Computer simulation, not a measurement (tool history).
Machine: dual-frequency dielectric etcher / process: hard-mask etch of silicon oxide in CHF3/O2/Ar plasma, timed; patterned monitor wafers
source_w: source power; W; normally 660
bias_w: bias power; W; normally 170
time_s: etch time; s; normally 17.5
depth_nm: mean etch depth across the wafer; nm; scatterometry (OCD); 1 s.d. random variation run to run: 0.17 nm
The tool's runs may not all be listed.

run	hour	source_w	bias_w	time_s	read-back reference wafer on the same gauge, depth_nm	depth_nm
1	0.0	750	170	19.5	40.87	42.10
2	7.3	750	170	19.5	40.84	42.18
3	17.2	750	170	19.5	40.95	41.99
4	30.3	660	170	17.5	40.87	35.17
5	45.2	660	170	17.5	40.88	35.18
# hour 70.6: bias power generator calibrated
# hour 75.1: wet clean of the chamber
6	75.6	660	170	17.5	40.86	34.48
7	75.9	660	170	17.5	40.84	34.33
8	76.5	660	170	17.5	40.82	34.58
9	91.3	660	170	17.5	40.84	34.67
10	98.0	720	130	14.5	40.93	27.92
# hour 130.7: upper electrode replaced
11	131.2	660	170	17.5	40.87	34.57
12	131.5	550	153	19.5	40.86	33.59
13	131.8	750	170	19.5	40.83	41.38
# hour 142.1: source power generator calibrated
14	142.6	710	170	17.5	40.97	36.48
15	150.4	660	184	17.5	40.99	35.58
16	165.6	660	153	17.5	40.96	33.64
17	183.5	600	185	17.5	40.82	33.94
# hour 185.4: gauge calibrated
18	195.1	530	170	13.0	40.87	22.54
19	202.9	660	153	17.5	40.95	34.01
20	211.0	660	140	14.0	40.93	26.09
21	218.4	710	203	21.5	40.94	46.77
22	236.0	660	170	17.5	40.93	34.62
23	242.5	510	170	19.0	40.89	32.46
24	252.3	660	170	17.5	40.96	34.87
25	286.5	800	137	19.0	40.88	40.07
26	301.9	710	170	15.0	40.86	31.40
27	315.6	620	130	15.5	40.96	27.83
28	331.9	660	170	17.5	40.86	35.22
29	344.5	660	170	17.5	40.88	35.22
30	353.2	770	197	15.0	40.90	34.15
31	361.0	660	201	17.5	40.91	37.06

Below, each run's measurement less what the same run would have read without the hidden state. Both values contain the same run-to-run variation, but the gauge's scatter may not be the same in both:
The tool's hidden condition here consists of: etch rate over this chamber's usual, %; source power that arrives over what is set, %; bias power that arrives over what is set, %; gauge reads high (%).
run	depth_nm
1	+0.78
2	+0.80
3	+0.83
4	+0.73
5	+0.76
6	-0.06
7	-0.05
8	-0.05
9	-0.01
10	+0.01
11	+0.10
12	+0.10
13	+0.12
14	+0.12
15	+0.14
16	+0.17
17	+0.22
18	+0.17
19	+0.27
20	+0.23
21	+0.43
22	+0.37
23	+0.36
24	+0.41
25	+0.58
26	+0.49
27	+0.46
28	+0.63
29	+0.66
30	+0.66
31	+0.74
